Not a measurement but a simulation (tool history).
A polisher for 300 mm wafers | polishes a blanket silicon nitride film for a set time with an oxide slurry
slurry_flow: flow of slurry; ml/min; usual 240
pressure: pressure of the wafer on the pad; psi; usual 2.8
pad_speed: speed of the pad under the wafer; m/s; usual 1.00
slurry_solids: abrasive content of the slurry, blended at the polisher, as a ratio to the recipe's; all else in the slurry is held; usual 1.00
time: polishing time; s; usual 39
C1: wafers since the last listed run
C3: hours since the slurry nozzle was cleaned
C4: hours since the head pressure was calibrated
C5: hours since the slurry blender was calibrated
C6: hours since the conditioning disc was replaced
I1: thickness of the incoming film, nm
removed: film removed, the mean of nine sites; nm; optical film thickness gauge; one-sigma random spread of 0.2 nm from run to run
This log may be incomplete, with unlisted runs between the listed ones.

run 1 hour=0.0 | slurry_flow=240 pressure=2.8 pad_speed=1.00 slurry_solids=1.00 time=39 | C1=0 wafers_polished_on_this_pad=1265 C3=29.1 C4=449.6 C5=84.9 C6=94.5 | I1=375.1 | removed=21.0
-- hour=56.6 worn pad replaced by a new one
-- hour=113.9 slurry blender recalibrated
run 2 hour=205.2 | slurry_flow=240 pressure=2.8 pad_speed=1.16 slurry_solids=1.00 time=39 | C1=1868 wafers_polished_on_this_pad=1374 C3=234.3 C4=654.8 C5=91.3 C6=299.7 | I1=379.1 | removed=22.5
-- hour=266.9 worn pad replaced by a new one
-- hour=284.6 conditioning disc replaced and pad reconditioned
run 3 hour=303.5 | slurry_flow=240 pressure=2.8 pad_speed=1.16 slurry_solids=1.00 time=39 | C1=865 wafers_polished_on_this_pad=324 C3=332.6 C4=753.1 C5=189.6 C6=18.9 | I1=383.9 | removed=23.9
-- hour=325.5 slurry blender recalibrated
run 4 hour=343.4 | slurry_flow=240 pressure=2.8 pad_speed=0.92 slurry_solids=1.00 time=39 | C1=355 wafers_polished_on_this_pad=680 C3=372.5 C4=793.0 C5=17.9 C6=58.8 | I1=386.7 | removed=19.6
run 5 hour=376.6 | slurry_flow=240 pressure=2.8 pad_speed=0.92 slurry_solids=1.00 time=39 | C1=311 wafers_polished_on_this_pad=991 C3=405.7 C4=826.2 C5=51.1 C6=92.0 | I1=384.1 | removed=19.4
run 6 hour=441.1 | slurry_flow=240 pressure=2.8 pad_speed=0.92 slurry_solids=1.00 time=39 | C1=604 wafers_polished_on_this_pad=1596 C3=470.2 C4=890.7 C5=115.6 C6=156.5 | I1=378.2 | removed=19.7
-- hour=450.1 head pressure recalibrated
run 7 hour=466.8 | slurry_flow=240 pressure=2.8 pad_speed=1.00 slurry_solids=1.00 time=39 | C1=222 wafers_polished_on_this_pad=1818 C3=495.9 C4=16.7 C5=141.3 C6=182.2 | I1=376.6 | removed=20.7
-- hour=493.0 worn pad replaced by a new one
run 8 hour=517.0 | slurry_flow=240 pressure=2.8 pad_speed=1.00 slurry_solids=1.00 time=39 | C1=433 wafers_polished_on_this_pad=225 C3=546.1 C4=66.9 C5=191.5 C6=232.4 | I1=379.0 | removed=20.6
-- hour=522.9 slurry blender recalibrated
run 9 hour=564.3 | slurry_flow=240 pressure=2.8 pad_speed=1.00 slurry_solids=1.00 time=39 | C1=424 wafers_polished_on_this_pad=650 C3=593.4 C4=114.2 C5=41.4 C6=279.7 | I1=374.0 | removed=20.7
run 10 hour=632.8 | slurry_flow=305 pressure=2.8 pad_speed=1.00 slurry_solids=1.00 time=39 | C1=642 wafers_polished_on_this_pad=1292 C3=661.9 C4=182.7 C5=109.9 C6=348.2 | I1=384.9 | removed=20.4
-- hour=657.3 slurry nozzle cleaned
run 11 hour=694.4 | slurry_flow=240 pressure=2.1 pad_speed=1.00 slurry_solids=1.00 time=39 | C1=568 wafers_polished_on_this_pad=1861 C3=37.1 C4=244.3 C5=171.5 C6=409.8 | I1=380.5 | removed=15.2
-- hour=720.1 worn pad replaced by a new one, of another model than before
-- hour=721.4 conditioning disc replaced and pad reconditioned
-- hour=733.5 slurry blender recalibrated
run 12 hour=742.3 | slurry_flow=240 pressure=2.8 pad_speed=1.00 slurry_solids=1.00 time=39 | C1=380 wafers_polished_on_this_pad=176 C3=85.0 C4=292.2 C5=8.8 C6=20.9 | I1=378.5 | removed=21.0
run 13 hour=778.7 | slurry_flow=240 pressure=2.8 pad_speed=0.70 slurry_solids=1.00 time=44 | C1=341 wafers_polished_on_this_pad=518 C3=121.4 C4=328.6 C5=45.2 C6=57.3 | I1=376.5 | removed=20.1
run 14 hour=820.7 | slurry_flow=240 pressure=2.8 pad_speed=1.00 slurry_solids=1.00 time=52 | C1=393 wafers_polished_on_this_pad=912 C3=163.4 C4=370.6 C5=87.2 C6=99.3 | I1=386.7 | removed=27.9
run 15 hour=870.9 | slurry_flow=240 pressure=2.8 pad_speed=0.84 slurry_solids=1.10 time=47 | C1=470 wafers_polished_on_this_pad=1383 C3=213.6 C4=420.8 C5=137.4 C6=149.5 | I1=378.2 | removed=23.9
-- hour=907.2 worn pad replaced by a new one
run 16 hour=920.6 | slurry_flow=240 pressure=2.8 pad_speed=1.00 slurry_solids=1.00 time=52 | C1=428 wafers_polished_on_this_pad=125 C3=263.3 C4=470.5 C5=187.1 C6=199.2 | I1=378.1 | removed=27.4
-- hour=935.4 slurry blender recalibrated
run 17 hour=976.3 | slurry_flow=280 pressure=2.8 pad_speed=1.00 slurry_solids=1.15 time=39 | C1=503 wafers_polished_on_this_pad=629 C3=319.0 C4=526.2 C5=40.9 C6=254.9 | I1=374.9 | removed=21.7
run 18 hour=1029.7 | slurry_flow=240 pressure=2.1 pad_speed=1.34 slurry_solids=1.20 time=26 | C1=500 wafers_polished_on_this_pad=1129 C3=372.4 C4=579.6 C5=94.3 C6=308.3 | I1=380.2 | removed=13.6
run 19 hour=1056.8 | slurry_flow=240 pressure=2.2 pad_speed=1.28 slurry_solids=0.85 time=47 | C1=254 wafers_polished_on_this_pad=1384 C3=399.5 C4=606.7 C5=121.4 C6=335.4 | I1=379.0 | removed=21.5

Some steps in removed between neighbouring runs. How much of each would the tool show without its hidden state too (settings, what came in, random variation), and how much is left for the hidden state, with any gauge scatter that isn't in both results?
The tool's hidden condition here consists of: removal rate lost through wear of the pad, %; slurry flow missing at the pad, %; deviation of the head's pressure from its setpoint, %; abrasive missing from the slurry, %; time polished since the conditioner stopped cutting, s.
Run 1 -> 2: pad_speed 1.00 -> 1.16, worn pad replaced by a new one, slurry blender recalibrated. removed +1.5 nm: hidden state -1.1, all else +2.6.
Run 17 -> 18: slurry_flow 280 -> 240, pressure 2.8 -> 2.1, pad_speed 1.00 -> 1.34, slurry_solids 1.15 -> 1.20, time 39 -> 26. removed -8.1 nm: hidden state +0.1, all else -8.2.

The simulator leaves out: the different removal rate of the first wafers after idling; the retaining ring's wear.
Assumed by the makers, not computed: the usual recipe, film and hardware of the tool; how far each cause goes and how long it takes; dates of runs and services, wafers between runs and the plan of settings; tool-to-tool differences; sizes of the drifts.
